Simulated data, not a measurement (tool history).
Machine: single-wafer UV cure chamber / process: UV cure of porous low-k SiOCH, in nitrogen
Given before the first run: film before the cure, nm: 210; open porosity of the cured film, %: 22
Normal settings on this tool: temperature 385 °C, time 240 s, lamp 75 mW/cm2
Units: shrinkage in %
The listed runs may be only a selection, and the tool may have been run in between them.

run	hour	temperature	time	lamp	wafers since the last listed run	hours since the UV bulbs were replaced	wafers since the quartz window was cleaned	shrinkage
1	0	385	240	75	0	2779.3	2876	12.399
2	12	397	240	75	67	2791.3	2943	12.553
3	20.4	397	240	75	47	2799.7	2990	12.476
4	34.8	385	290	75	80	2814.1	3071	13.282
5	41	391	240	75	34	2820.3	3106	12.215
6	51.9	385	240	75	61	2831.2	3167	12.453
7	61.6	385	240	75	54	2840.9	3221	12.496
8	78.1	385	305	75	92	2857.4	3314	13.553
9	85.5	385	240	75	41	2864.8	3355	12.244
10	101.9	385	240	75	91	2881.2	3447	12.208
11	141.1	385	240	75	219	2920.4	3667	12.325
12	169.2	385	240	75	157	2948.5	3824	12.339
13	177.7	385	240	75	47	2957	3872	12.296
# hour 186.8: UV bulbs replaced
14	187.3	380	240	75	8	0.5	3881	12.317
15	199.1	385	240	75	66	12.3	3947	12.3
16	216.8	385	240	75	99	30	4046	12.439
17	229	401	310	49	68	42.2	4114	11.893
18	238.5	394	160	99	53	51.7	4167	11.989
19	245.3	385	335	107	38	58.5	4205	15.988
20	257.3	385	240	75	67	70.5	4273	12.292
21	289.3	385	310	97	179	102.5	4452	15.008
22	297.3	385	240	113	44	110.5	4497	14.502
23	308.2	385	240	75	61	121.4	4558	12.133
24	318.1	385	140	86	55	131.3	4613	10.335
# hour 345.5: quartz window cleaned
25	346.4	385	135	45	113	159.6	5	7.235
26	362.2	385	240	75	88	175.4	93	12.381
27	373.4	401	350	86	62	186.6	156	15.253
28	386.7	385	240	75	74	199.9	230	12.153
29	401.5	380	240	44	82	214.7	313	9.6
30	412.7	385	240	99	62	225.9	376	13.765
31	427.3	393	290	105	81	240.5	458	15.007
32	437.6	402	340	101	57	250.8	516	15.804
33	445.5	404	345	40	44	258.7	560	11.317

Predict each of these 5 candidate next runs independently; none follows another, all start after run 33:
A	445.9	393	240	75	2	259.1	562	?
B	445.9	379	370	75	2	259.1	562	?
C	445.9	370	300	114	2	259.1	562	?
D	445.9	385	275	106	2	259.1	562	?
E	445.9	371	300	43	2	259.1	562	?

run	shrinkage
A	12.537
B	14.474
C	15.381
D	14.861
E	10.459
The same runs, with their run-to-run variation unchanged, on a tool lacking any hidden condition would have given:
run	shrinkage
A	12.537
B	14.474
C	15.381
D	14.861
E	10.459

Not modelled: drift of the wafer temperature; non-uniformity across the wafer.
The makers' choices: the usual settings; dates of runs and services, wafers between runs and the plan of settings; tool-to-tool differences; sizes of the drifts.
